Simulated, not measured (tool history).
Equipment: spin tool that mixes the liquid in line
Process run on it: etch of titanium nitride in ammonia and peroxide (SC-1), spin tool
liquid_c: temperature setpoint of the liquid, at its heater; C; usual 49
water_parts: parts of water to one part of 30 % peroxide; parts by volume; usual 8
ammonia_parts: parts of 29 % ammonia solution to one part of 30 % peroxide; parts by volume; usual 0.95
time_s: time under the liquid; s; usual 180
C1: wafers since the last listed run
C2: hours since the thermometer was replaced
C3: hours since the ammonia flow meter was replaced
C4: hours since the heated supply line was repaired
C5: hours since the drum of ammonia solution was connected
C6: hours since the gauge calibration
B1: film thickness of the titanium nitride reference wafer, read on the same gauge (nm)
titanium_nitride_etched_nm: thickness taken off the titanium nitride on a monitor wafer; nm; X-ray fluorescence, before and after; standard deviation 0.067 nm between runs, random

Run 1, hour 0: usual settings; C1 0; C2 468.2; C3 1039.7; C4 2886.2; C5 376.8; C6 315.2; B1 30. Result: titanium_nitride_etched_nm 21.54 nm.
Run 2, hour 21.4: usual settings; C1 223; C2 489.6; C3 1061.1; C4 2907.6; C5 398.2; C6 336.6; B1 30.03. Result: titanium_nitride_etched_nm 21.64 nm.
Run 3, hour 45.9: usual settings; C1 255; C2 514.1; C3 1085.6; C4 2932.1; C5 422.7; C6 361.1; B1 30.01. Result: titanium_nitride_etched_nm 21.63 nm.
Run 4, hour 63.6: usual settings but liquid_c 57 C; C1 184; C2 531.8; C3 1103.3; C4 2949.8; C5 440.4; C6 378.8; B1 30.01. Result: titanium_nitride_etched_nm 37.48 nm.
Run 5, hour 82: usual settings; C1 191; C2 550.2; C3 1121.7; C4 2968.2; C5 458.8; C6 397.2; B1 29.98. Result: titanium_nitride_etched_nm 21.84 nm.
Run 6, hour 106.4: usual settings; C1 254; C2 574.6; C3 1146.1; C4 2992.6; C5 483.2; C6 421.6; B1 30.02. Result: titanium_nitride_etched_nm 21.78 nm.
Run 7, hour 130.9: usual settings; C1 255; C2 599.1; C3 1170.6; C4 3017.1; C5 507.7; C6 446.1; B1 30.02. Result: titanium_nitride_etched_nm 21.73 nm.
Run 8, hour 150.1: usual settings; C1 200; C2 618.3; C3 1189.8; C4 3036.3; C5 526.9; C6 465.3; B1 29.97. Result: titanium_nitride_etched_nm 21.87 nm.
Run 9, hour 173.2: usual settings; C1 240; C2 641.4; C3 1212.9; C4 3059.4; C5 550; C6 488.4; B1 29.97. Result: titanium_nitride_etched_nm 21.94 nm.
At hour 195.1: ammonia flow meter replaced.
At hour 198.3: heated supply line repaired.
Run 10, hour 207: usual settings; C1 331; C2 675.2; C3 11.9; C4 8.7; C5 583.8; C6 522.2; B1 30. Result: titanium_nitride_etched_nm 21.75 nm.
At hour 212.2: thermometer replaced.
Run 11, hour 219.3: usual settings; C1 117; C2 7.1; C3 24.2; C4 21; C5 596.1; C6 534.5; B1 29.98. Result: titanium_nitride_etched_nm 20.79 nm.
At hour 236.8: new drum of ammonia solution connected.
Run 12, hour 237.5: usual settings but liquid_c 55.5 C, ammonia_parts 0.8 parts by volume; C1 179; C2 25.3; C3 42.4; C4 39.2; C5 0.7; C6 552.7; B1 29.97. Result: titanium_nitride_etched_nm 32.28 nm.
Run 13, hour 269: usual settings but liquid_c 42.5 C; C1 328; C2 56.8; C3 73.9; C4 70.7; C5 32.2; C6 584.2; B1 29.98. Result: titanium_nitride_etched_nm 13.33 nm.
Run 14, hour 290: usual settings but liquid_c 41.5 C, water_parts 5 parts by volume, ammonia_parts 1.2 parts by volume; C1 218; C2 77.8; C3 94.9; C4 91.7; C5 53.2; C6 605.2; B1 29.99. Result: titanium_nitride_etched_nm 15.85 nm.
Run 15, hour 305.8: usual settings but liquid_c 40.5 C, water_parts 5 parts by volume, ammonia_parts 1.2 parts by volume, time_s 100 s; C1 164; C2 93.6; C3 110.7; C4 107.5; C5 69; C6 621; B1 29.98. Result: titanium_nitride_etched_nm 8.14 nm.
At hour 308.3: gauge calibrated.
Run 16, hour 335: usual settings; C1 304; C2 122.8; C3 139.9; C4 136.7; C5 98.2; C6 26.7; B1 29.98. Result: titanium_nitride_etched_nm 21.38 nm.
Run 17, hour 363.4: usual settings; C1 295; C2 151.2; C3 168.3; C4 165.1; C5 126.6; C6 55.1; B1 30. Result: titanium_nitride_etched_nm 21.31 nm.
Run 18, hour 376.5: usual settings but liquid_c 54 C; C1 136; C2 164.3; C3 181.4; C4 178.2; C5 139.7; C6 68.2; B1 30.01. Result: titanium_nitride_etched_nm 30 nm.
Run 19, hour 389.8: usual settings but liquid_c 39.5 C, ammonia_parts 0.6 parts by volume, time_s 150 s; C1 138; C2 177.6; C3 194.7; C4 191.5; C5 153; C6 81.5; B1 30.04. Result: titanium_nitride_etched_nm 8.31 nm.
Run 20, hour 409.7: usual settings but liquid_c 41 C, water_parts 11 parts by volume, ammonia_parts 1.2 parts by volume, time_s 120 s; C1 207; C2 197.5; C3 214.6; C4 211.4; C5 172.9; C6 101.4; B1 29.99. Result: titanium_nitride_etched_nm 7.1 nm.
Run 21, hour 443.9: usual settings; C1 356; C2 231.7; C3 248.8; C4 245.6; C5 207.1; C6 135.6; B1 30. Result: titanium_nitride_etched_nm 21.45 nm.
Run 22, hour 458.4: usual settings but liquid_c 58 C, water_parts 11 parts by volume, ammonia_parts 1.15 parts by volume, time_s 90 s; C1 151; C2 246.2; C3 263.3; C4 260.1; C5 221.6; C6 150.1; B1 30.01. Result: titanium_nitride_etched_nm 17.31 nm.

Give the tool's hidden conditions for every run:
ammonia flow above the setpoint (%): 0 on each run
temperature lost on the way to the wafer (K): 0 on each run
gauge reads high (%): 0 on each run
H1: liquid hotter than its thermometer reads (K)
H2: ammonia solution weaker than its label (%)
run      H1     H2
  1   0.567   7.79
  2   0.591   8.21
  3   0.619   8.69
  4   0.639   9.04
  5    0.66    9.4
  6   0.688   9.88
  7   0.715   10.4
  8   0.737   10.7
  9   0.763   11.2
 10   0.802   11.9
 11  0.0716   12.1
 12  0.0922  0.166
 13   0.128  0.785
 14   0.152    1.2
 15    0.17   1.51
 16   0.203   2.08
 17   0.235   2.64
 18    0.25    2.9
 19   0.265   3.16
 20   0.287   3.55
 21   0.326   4.22
 22   0.343   4.51
